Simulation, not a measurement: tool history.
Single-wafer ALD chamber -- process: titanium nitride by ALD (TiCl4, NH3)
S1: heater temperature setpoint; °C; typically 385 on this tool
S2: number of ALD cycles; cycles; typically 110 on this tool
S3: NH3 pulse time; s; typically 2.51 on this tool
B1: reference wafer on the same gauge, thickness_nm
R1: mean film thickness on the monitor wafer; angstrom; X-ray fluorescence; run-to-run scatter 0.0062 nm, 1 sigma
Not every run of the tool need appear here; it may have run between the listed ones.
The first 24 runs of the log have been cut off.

Run 25, hour 764.6: usual settings; B1 2.167. Result: R1 24.67 angstrom.
Run 26, hour 788.0: usual settings but S1 389 °C, S2 119 cycles, S3 2.07 s; B1 2.165. Result: R1 26.45 angstrom.
Run 27, hour 811.0: usual settings but S1 378 °C; B1 2.163. Result: R1 24.52 angstrom.
Run 28, hour 829.7: usual settings but S1 392 °C, S3 2.78 s; B1 2.161. Result: R1 24.98 angstrom.
Run 29, hour 843.2: usual settings but S1 379 °C, S2 131 cycles, S3 1.98 s; B1 2.163. Result: R1 28.57 angstrom.
Run 30, hour 872.9: usual settings; B1 2.161. Result: R1 24.65 angstrom.
Run 31, hour 906.6: usual settings but S1 377 °C, S2 125 cycles, S3 1.91 s; B1 2.161. Result: R1 26.96 angstrom.
Run 32, hour 939.1: usual settings; B1 2.160. Result: R1 24.59 angstrom.
Run 33, hour 955.6: usual settings; B1 2.159. Result: R1 24.59 angstrom.
Run 34, hour 976.5: usual settings; B1 2.158. Result: R1 24.50 angstrom.
Run 35, hour 1004.4: usual settings but S2 126 cycles; B1 2.157. Result: R1 28.18 angstrom.
Run 36, hour 1019.1: usual settings; B1 2.155. Result: R1 24.64 angstrom.
Run 37, hour 1033.2: usual settings but S2 88 cycles, S3 3.32 s; B1 2.154. Result: R1 19.88 angstrom.
Run 38, hour 1053.4: usual settings but S1 395 °C, S2 100 cycles, S3 1.52 s; B1 2.153. Result: R1 21.37 angstrom.
Run 39, hour 1086.2: usual settings but S1 379 °C, S3 1.85 s; B1 2.152. Result: R1 23.64 angstrom.

What if the next run were any one of these 5? Each begins from the tool's condition after run 39:
Run A, hour 1086.9: usual settings; B1 ?. Result: R1 ?.
Run B, hour 1086.9: usual settings but S3 2.84 s; B1 ?. Result: R1 ?.
Run C, hour 1086.9: usual settings but S1 372 °C, S2 90 cycles, S3 1.91 s; B1 ?. Result: R1 ?.
Run D, hour 1086.9: usual settings but S1 398 °C; B1 ?. Result: R1 ?.
Run E, hour 1086.9: usual settings but S1 377 °C, S2 104 cycles, S3 3.48 s; B1 ?. Result: R1 ?.

run     B1     R1
  A  2.153  24.58
  B  2.153  24.78
  C  2.153  19.32
  D  2.153  24.80
  E  2.153  23.62
Without the tool's unlogged condition, the same runs would have read:
run     R1
  A  24.89
  B  25.09
  C  19.56
  D  25.11
  E  23.91
